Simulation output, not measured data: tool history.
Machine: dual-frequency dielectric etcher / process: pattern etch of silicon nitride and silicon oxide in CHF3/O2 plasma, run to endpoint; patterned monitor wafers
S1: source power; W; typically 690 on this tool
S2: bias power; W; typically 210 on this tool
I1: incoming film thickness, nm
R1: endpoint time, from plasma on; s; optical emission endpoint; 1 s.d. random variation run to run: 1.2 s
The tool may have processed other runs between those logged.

| run | day | S1 | S2 | I1 | R1 |
|---|---|---|---|---|---|
| 1 | 0 | 690 | 210 | 227.9 | 144.6 |
| 2 | 1.479 | 690 | 210 | 224.6 | 142.3 |
| 3 | 2.921 | 690 | 210 | 227.4 | 141.3 |
| 4 | 4.017 | 560 | 210 | 228.5 | 158 |
| 5 | 5.825 | 560 | 210 | 227.6 | 157.1 |
| 6 | 7.221 | 780 | 210 | 227.2 | 135.9 |
|  | 8.588 | wet clean of the chamber |
| 7 | 8.608 | 780 | 210 | 228.6 | 141.1 |
| 8 | 9.308 | 780 | 210 | 227 | 139.9 |
| 9 | 9.938 | 790 | 250 | 227.7 | 135.7 |
|  | 11.308 | bias power generator calibrated |
| 10 | 12.812 | 790 | 250 | 229.4 | 134.7 |
|  | 13.271 | source power generator calibrated |
| 11 | 13.371 | 690 | 237 | 228 | 144.4 |
| 12 | 14.525 | 560 | 245 | 227.5 | 155.8 |
| 13 | 15.675 | 690 | 210 | 227.6 | 146.5 |
|  | 16.971 | upper electrode replaced |
| 14 | 16.992 | 690 | 180 | 229.7 | 152 |
| 15 | 17.004 | 610 | 227 | 228.2 | 152.1 |
| 16 | 18.3 | 840 | 229 | 227.8 | 131.9 |
| 17 | 19.508 | 690 | 261 | 226.3 | 137.9 |
| 18 | 20.188 | 740 | 261 | 226.9 | 133.7 |
| 19 | 20.788 | 650 | 236 | 228 | 144.3 |
| 20 | 22.117 | 690 | 210 | 228.8 | 146.3 |
| 21 | 22.8 | 840 | 229 | 228 | 131.3 |

Branching from run 21: 3 alternative next runs. What would each branch give?
| A | 22.821 | 690 | 210 | 227.5 | ? |
| B | 22.821 | 540 | 239 | 227.5 | ? |
| C | 22.821 | 540 | 257 | 227.5 | ? |

| run | R1 |
|---|---|
| A | 146.6 |
| B | 159.7 |
| C | 157.5 |
Had the tool no hidden state, the same runs would have come out as:
| run | R1 |
|---|---|
| A | 150.4 |
| B | 163.9 |
| C | 161.6 |
